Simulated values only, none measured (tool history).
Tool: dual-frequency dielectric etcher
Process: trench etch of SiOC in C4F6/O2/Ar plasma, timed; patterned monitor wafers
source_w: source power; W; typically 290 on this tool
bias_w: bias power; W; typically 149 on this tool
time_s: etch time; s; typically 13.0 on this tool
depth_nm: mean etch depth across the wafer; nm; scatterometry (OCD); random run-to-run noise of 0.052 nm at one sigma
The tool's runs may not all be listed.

run	hour	source_w	bias_w	time_s	read-back reference wafer on the same gauge, depth_nm	depth_nm
1	0.0	290	149	13.0	23.41	23.04
2	17.1	290	149	13.0	23.40	22.98
3	32.7	290	149	13.0	23.39	23.01
4	45.8	290	149	13.0	23.40	23.10
# hour 52.8: bias power generator calibrated
# hour 78.3: wet clean of the chamber
5	78.8	290	149	13.0	23.38	21.81
6	79.1	290	149	13.0	23.41	21.80
7	79.4	290	149	13.0	23.41	21.79
# hour 80.9: gauge calibrated
8	95.4	330	149	16.5	23.39	28.89
9	102.7	360	149	9.5	23.40	17.19
10	118.9	340	149	13.0	23.41	23.14
11	155.0	240	167	9.0	23.41	15.02
12	166.6	360	171	13.0	23.42	24.91
13	177.6	340	149	16.5	23.40	29.24
# hour 204.2: wet clean of the chamber, repeated, since the last time left the tool worse
14	204.7	290	149	13.0	23.40	22.71
15	206.9	290	149	10.5	23.39	18.26
16	223.8	290	149	13.0	23.43	22.75
17	239.2	290	149	13.0	23.37	22.73
18	253.3	290	149	15.0	23.38	26.27
# hour 279.4: upper electrode replaced
19	279.9	270	149	13.0	23.40	22.25
20	280.2	340	179	12.0	23.41	24.07
21	317.6	290	149	13.0	23.38	22.77
# hour 327.1: source power generator calibrated
22	370.1	290	140	13.0	23.39	22.13
23	399.9	260	149	15.0	23.41	25.47
24	411.8	290	149	11.5	23.38	20.24
25	459.2	320	118	13.0	23.40	21.31
26	472.2	260	120	13.0	23.41	19.90
27	478.4	340	149	15.5	23.40	28.87
28	492.4	290	149	13.0	23.41	23.00
29	502.8	240	117	15.0	23.41	22.13

Predict each of these 5 candidate next runs independently; none follows another, all start after run 29:
A	503.2	290	149	13.0	?	?
B	503.2	220	117	10.0	?	?
C	503.2	290	122	13.0	?	?
D	503.2	360	165	13.0	?	?
E	503.2	260	134	15.0	?	?

run	read-back reference wafer on the same gauge, depth_nm	depth_nm
A	23.40	22.97
B	23.40	14.42
C	23.40	20.97
D	23.40	25.86
E	23.40	24.36
Had the tool no hidden state, the same runs would have come out as:
run	depth_nm
A	22.66
B	14.23
C	20.69
D	25.51
E	24.03
